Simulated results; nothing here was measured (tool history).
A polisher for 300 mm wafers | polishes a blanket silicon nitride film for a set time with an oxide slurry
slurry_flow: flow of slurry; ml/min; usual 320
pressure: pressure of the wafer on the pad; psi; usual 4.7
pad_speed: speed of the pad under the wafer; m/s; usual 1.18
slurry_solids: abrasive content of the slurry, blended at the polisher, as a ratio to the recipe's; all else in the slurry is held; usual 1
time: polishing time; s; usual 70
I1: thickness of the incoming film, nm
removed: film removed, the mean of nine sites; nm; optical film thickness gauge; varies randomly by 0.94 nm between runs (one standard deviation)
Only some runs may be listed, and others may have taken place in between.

Run 1, hour 0: usual settings; I1 293.2. Result: removed 70.7 nm.
Run 2, hour 32.4: usual settings; I1 292.7. Result: removed 68.3 nm.
Run 3, hour 76: usual settings; I1 296.3. Result: removed 71.3 nm.
At hour 84.3: slurry nozzle cleaned.
Run 4, hour 136.9: usual settings; I1 289.5. Result: removed 69.5 nm.
At hour 141: worn pad replaced by a new one.
Run 5, hour 175.1: usual settings; I1 290. Result: removed 67.6 nm.
At hour 213.3: conditioning disc replaced and pad reconditioned.
Run 6, hour 262.8: usual settings; I1 292.6. Result: removed 63.1 nm.
At hour 284.5: slurry blender recalibrated.
Run 7, hour 322.2: usual settings; I1 291.8. Result: removed 69.7 nm.
Run 8, hour 347.9: usual settings; I1 289.2. Result: removed 70.5 nm.
At hour 384.7: worn pad replaced by a new one.
Run 9, hour 405.8: usual settings; I1 287.4. Result: removed 69.1 nm.
Run 10, hour 450.3: usual settings; I1 286.9. Result: removed 65.5 nm.
Run 11, hour 507.1: usual settings but pressure 6.3 psi, pad_speed 1.54 m/s, slurry_solids 0.9, time 49 s; I1 291.4. Result: removed 74.2 nm.
At hour 541.8: conditioning disc replaced and pad reconditioned.
At hour 553.6: slurry blender recalibrated.
Run 12, hour 573.1: usual settings but slurry_flow 290 ml/min, pad_speed 1 m/s, time 57 s; I1 287.7. Result: removed 50.3 nm.
At hour 592.2: worn pad replaced by a new one.
Run 13, hour 617: usual settings; I1 286.3. Result: removed 71.5 nm.
Run 14, hour 687.8: usual settings but pressure 3.9 psi; I1 287.2. Result: removed 57.7 nm.
At hour 700.1: head pressure recalibrated.
Run 15, hour 729: usual settings but slurry_flow 210 ml/min, slurry_solids 0.8, time 89 s; I1 290.3. Result: removed 77.7 nm.
At hour 734.2: slurry nozzle cleaned.
Run 16, hour 799.7: usual settings but slurry_flow 275 ml/min; I1 289.6. Result: removed 66.1 nm.
At hour 815.3: worn pad replaced by a new one.
At hour 832.9: conditioning disc replaced and pad reconditioned.
Run 17, hour 850.2: usual settings; I1 292.5. Result: removed 64.3 nm.
At hour 883.5: slurry blender recalibrated.
Run 18, hour 967.8: usual settings; I1 294.7. Result: removed 67.9 nm.
Run 19, hour 1010.6: usual settings but slurry_flow 280 ml/min, slurry_solids 0.8; I1 293.8. Result: removed 64.3 nm.
At hour 1029.4: worn pad replaced by a new one.
Run 20, hour 1072.3: usual settings but slurry_flow 415 ml/min, pad_speed 1.38 m/s; I1 285.4. Result: removed 76.9 nm.

Forecast each of these 3 alternatives for the next run:
Run A, hour 1072.7: usual settings; I1 287.4. Result: removed ?.
Run B, hour 1072.7: usual settings but time 52 s; I1 287.4. Result: removed ?.
Run C, hour 1072.7: usual settings but slurry_flow 270 ml/min, pad_speed 1.08 m/s, time 82 s; I1 287.4. Result: removed ?.

run  removed
  A     66.7
  B     49.6
  C       72
With the hidden condition removed and each run's random variation left untouched, the same runs would have given:
run  removed
  A       71
  B     52.8
  C     76.7
